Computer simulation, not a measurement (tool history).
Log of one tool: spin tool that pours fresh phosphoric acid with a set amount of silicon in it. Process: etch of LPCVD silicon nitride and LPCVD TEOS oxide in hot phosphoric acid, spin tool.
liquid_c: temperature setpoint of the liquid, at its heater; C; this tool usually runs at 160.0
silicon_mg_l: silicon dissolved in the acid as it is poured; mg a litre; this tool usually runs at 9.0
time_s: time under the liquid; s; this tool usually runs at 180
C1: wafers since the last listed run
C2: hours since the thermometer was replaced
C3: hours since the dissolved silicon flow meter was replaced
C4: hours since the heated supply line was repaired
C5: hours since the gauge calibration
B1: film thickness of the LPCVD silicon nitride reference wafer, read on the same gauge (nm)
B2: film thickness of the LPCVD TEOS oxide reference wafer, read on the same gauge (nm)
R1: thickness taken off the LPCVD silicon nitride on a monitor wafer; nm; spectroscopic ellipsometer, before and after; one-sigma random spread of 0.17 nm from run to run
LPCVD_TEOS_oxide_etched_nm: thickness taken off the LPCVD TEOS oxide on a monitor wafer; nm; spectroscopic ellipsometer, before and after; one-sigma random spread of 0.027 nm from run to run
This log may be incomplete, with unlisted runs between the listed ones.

{"run": 1, "hour": 0.0, "liquid_c": 160.0, "silicon_mg_l": 9.0, "time_s": 180, "C1": 0, "C2": 78.7, "C3": 996.2, "C4": 673.1, "C5": 186.4, "B1": 40.0, "B2": 69.989, "R1": 17.56, "LPCVD_TEOS_oxide_etched_nm": 0.917}
{"run": 2, "hour": 59.8, "liquid_c": 160.0, "silicon_mg_l": 9.0, "time_s": 180, "C1": 568, "C2": 138.5, "C3": 1056.0, "C4": 732.9, "C5": 246.2, "B1": 40.0, "B2": 69.999, "R1": 17.42, "LPCVD_TEOS_oxide_etched_nm": 0.968}
{"run": 3, "hour": 140.5, "liquid_c": 160.0, "silicon_mg_l": 9.0, "time_s": 180, "C1": 767, "C2": 219.2, "C3": 1136.7, "C4": 813.6, "C5": 326.9, "B1": 40.01, "B2": 70.025, "R1": 17.67, "LPCVD_TEOS_oxide_etched_nm": 0.993}
{"run": 4, "hour": 180.0, "liquid_c": 160.0, "silicon_mg_l": 9.0, "time_s": 180, "C1": 375, "C2": 258.7, "C3": 1176.2, "C4": 853.1, "C5": 366.4, "B1": 39.99, "B2": 70.003, "R1": 17.86, "LPCVD_TEOS_oxide_etched_nm": 0.988}
{"run": 5, "hour": 232.0, "liquid_c": 160.0, "silicon_mg_l": 7.5, "time_s": 180, "C1": 494, "C2": 310.7, "C3": 1228.2, "C4": 905.1, "C5": 418.4, "B1": 39.98, "B2": 70.023, "R1": 18.09, "LPCVD_TEOS_oxide_etched_nm": 1.004}
{"run": 6, "hour": 305.4, "liquid_c": 160.0, "silicon_mg_l": 7.5, "time_s": 180, "C1": 697, "C2": 384.1, "C3": 1301.6, "C4": 978.5, "C5": 491.8, "B1": 40.0, "B2": 70.019, "R1": 17.61, "LPCVD_TEOS_oxide_etched_nm": 0.991}
{"hour": 311.6, "done": "dissolved silicon flow meter replaced"}
{"run": 7, "hour": 353.3, "liquid_c": 160.0, "silicon_mg_l": 14.5, "time_s": 180, "C1": 445, "C2": 432.0, "C3": 41.7, "C4": 1026.4, "C5": 539.7, "B1": 39.99, "B2": 70.011, "R1": 17.74, "LPCVD_TEOS_oxide_etched_nm": 0.899}
{"hour": 407.9, "done": "heated supply line repaired"}
{"run": 8, "hour": 446.2, "liquid_c": 160.0, "silicon_mg_l": 14.5, "time_s": 180, "C1": 873, "C2": 524.9, "C3": 134.6, "C4": 38.3, "C5": 632.6, "B1": 40.01, "B2": 69.975, "R1": 17.75, "LPCVD_TEOS_oxide_etched_nm": 0.921}
{"run": 9, "hour": 552.6, "liquid_c": 160.0, "silicon_mg_l": 9.0, "time_s": 210, "C1": 1011, "C2": 631.3, "C3": 241.0, "C4": 144.7, "C5": 739.0, "B1": 39.98, "B2": 70.002, "R1": 20.91, "LPCVD_TEOS_oxide_etched_nm": 1.194}
{"run": 10, "hour": 654.5, "liquid_c": 160.0, "silicon_mg_l": 9.0, "time_s": 180, "C1": 968, "C2": 733.2, "C3": 342.9, "C4": 246.6, "C5": 840.9, "B1": 40.0, "B2": 70.01, "R1": 18.1, "LPCVD_TEOS_oxide_etched_nm": 1.003}
{"run": 11, "hour": 711.7, "liquid_c": 157.5, "silicon_mg_l": 16.0, "time_s": 250, "C1": 543, "C2": 790.4, "C3": 400.1, "C4": 303.8, "C5": 898.1, "B1": 40.01, "B2": 70.004, "R1": 23.36, "LPCVD_TEOS_oxide_etched_nm": 0.997}
{"run": 12, "hour": 808.9, "liquid_c": 160.0, "silicon_mg_l": 9.0, "time_s": 245, "C1": 924, "C2": 887.6, "C3": 497.3, "C4": 401.0, "C5": 995.3, "B1": 40.01, "B2": 69.951, "R1": 25.11, "LPCVD_TEOS_oxide_etched_nm": 1.414}
{"run": 13, "hour": 880.3, "liquid_c": 157.5, "silicon_mg_l": 13.5, "time_s": 180, "C1": 678, "C2": 959.0, "C3": 568.7, "C4": 472.4, "C5": 1066.7, "B1": 39.98, "B2": 70.048, "R1": 17.12, "LPCVD_TEOS_oxide_etched_nm": 0.806}
{"hour": 887.8, "done": "gauge calibrated"}
{"hour": 923.6, "done": "thermometer replaced"}
{"run": 14, "hour": 973.7, "liquid_c": 161.0, "silicon_mg_l": 4.0, "time_s": 120, "C1": 878, "C2": 50.1, "C3": 662.1, "C4": 565.8, "C5": 85.9, "B1": 39.98, "B2": 69.995, "R1": 12.12, "LPCVD_TEOS_oxide_etched_nm": 0.735}
{"run": 15, "hour": 1014.4, "liquid_c": 162.5, "silicon_mg_l": 4.5, "time_s": 80, "C1": 386, "C2": 90.8, "C3": 702.8, "C4": 606.5, "C5": 126.6, "B1": 40.0, "B2": 70.018, "R1": 8.44, "LPCVD_TEOS_oxide_etched_nm": 0.565}
{"run": 16, "hour": 1058.3, "liquid_c": 160.0, "silicon_mg_l": 9.0, "time_s": 180, "C1": 417, "C2": 134.7, "C3": 746.7, "C4": 650.4, "C5": 170.5, "B1": 39.97, "B2": 70.04, "R1": 17.55, "LPCVD_TEOS_oxide_etched_nm": 0.954}
{"run": 17, "hour": 1158.6, "liquid_c": 160.0, "silicon_mg_l": 16.0, "time_s": 250, "C1": 953, "C2": 235.0, "C3": 847.0, "C4": 750.7, "C5": 270.8, "B1": 39.99, "B2": 69.949, "R1": 24.57, "LPCVD_TEOS_oxide_etched_nm": 1.143}
{"run": 18, "hour": 1212.8, "liquid_c": 158.5, "silicon_mg_l": 11.5, "time_s": 115, "C1": 515, "C2": 289.2, "C3": 901.2, "C4": 804.9, "C5": 325.0, "B1": 39.99, "B2": 70.02, "R1": 10.81, "LPCVD_TEOS_oxide_etched_nm": 0.552}
{"run": 19, "hour": 1310.1, "liquid_c": 160.0, "silicon_mg_l": 9.0, "time_s": 140, "C1": 924, "C2": 386.5, "C3": 998.5, "C4": 902.2, "C5": 422.3, "B1": 39.98, "B2": 69.975, "R1": 14.1, "LPCVD_TEOS_oxide_etched_nm": 0.751}
{"run": 20, "hour": 1416.1, "liquid_c": 157.0, "silicon_mg_l": 9.0, "time_s": 75, "C1": 1007, "C2": 492.5, "C3": 1104.5, "C4": 1008.2, "C5": 528.3, "B1": 40.02, "B2": 69.983, "R1": 6.78, "LPCVD_TEOS_oxide_etched_nm": 0.336}
{"run": 21, "hour": 1459.0, "liquid_c": 160.0, "silicon_mg_l": 9.0, "time_s": 180, "C1": 407, "C2": 535.4, "C3": 1147.4, "C4": 1051.1, "C5": 571.2, "B1": 40.0, "B2": 69.989, "R1": 17.86, "LPCVD_TEOS_oxide_etched_nm": 1.024}

Alternative continuations, all from the tool just after run 21; predict every row:
{"run": "A", "hour": 1459.5, "liquid_c": 160.0, "silicon_mg_l": 9.0, "time_s": 145, "C1": 4, "C2": 535.9, "C3": 1147.9, "C4": 1051.6, "C5": 571.7, "B1": "?", "B2": "?", "R1": "?", "LPCVD_TEOS_oxide_etched_nm": "?"}
{"run": "B", "hour": 1459.5, "liquid_c": 158.0, "silicon_mg_l": 14.0, "time_s": 265, "C1": 4, "C2": 535.9, "C3": 1147.9, "C4": 1051.6, "C5": 571.7, "B1": "?", "B2": "?", "R1": "?", "LPCVD_TEOS_oxide_etched_nm": "?"}
{"run": "C", "hour": 1459.5, "liquid_c": 158.5, "silicon_mg_l": 13.0, "time_s": 150, "C1": 4, "C2": 535.9, "C3": 1147.9, "C4": 1051.6, "C5": 571.7, "B1": "?", "B2": "?", "R1": "?", "LPCVD_TEOS_oxide_etched_nm": "?"}
{"run": "D", "hour": 1459.5, "liquid_c": 157.5, "silicon_mg_l": 11.0, "time_s": 180, "C1": 4, "C2": 535.9, "C3": 1147.9, "C4": 1051.6, "C5": 571.7, "B1": "?", "B2": "?", "R1": "?", "LPCVD_TEOS_oxide_etched_nm": "?"}
{"run": "E", "hour": 1459.5, "liquid_c": 162.0, "silicon_mg_l": 5.0, "time_s": 180, "C1": 4, "C2": 535.9, "C3": 1147.9, "C4": 1051.6, "C5": 571.7, "B1": "?", "B2": "?", "R1": "?", "LPCVD_TEOS_oxide_etched_nm": "?"}

run=A B1=40.02 B2=69.999 R1=14.49 LPCVD_TEOS_oxide_etched_nm=0.829
run=B B1=40.02 B2=69.999 R1=24.77 LPCVD_TEOS_oxide_etched_nm=1.164
run=C B1=40.02 B2=69.999 R1=14.26 LPCVD_TEOS_oxide_etched_nm=0.701
run=D B1=40.02 B2=69.999 R1=16.54 LPCVD_TEOS_oxide_etched_nm=0.818
run=E B1=40.02 B2=69.999 R1=19.23 LPCVD_TEOS_oxide_etched_nm=1.295
What these runs would have given with no unlogged condition in the tool:
run=A R1=14.03 LPCVD_TEOS_oxide_etched_nm=0.772
run=B R1=23.97 LPCVD_TEOS_oxide_etched_nm=1.083
run=C R1=13.80 LPCVD_TEOS_oxide_etched_nm=0.652
run=D R1=16.01 LPCVD_TEOS_oxide_etched_nm=0.760
run=E R1=18.62 LPCVD_TEOS_oxide_etched_nm=1.207
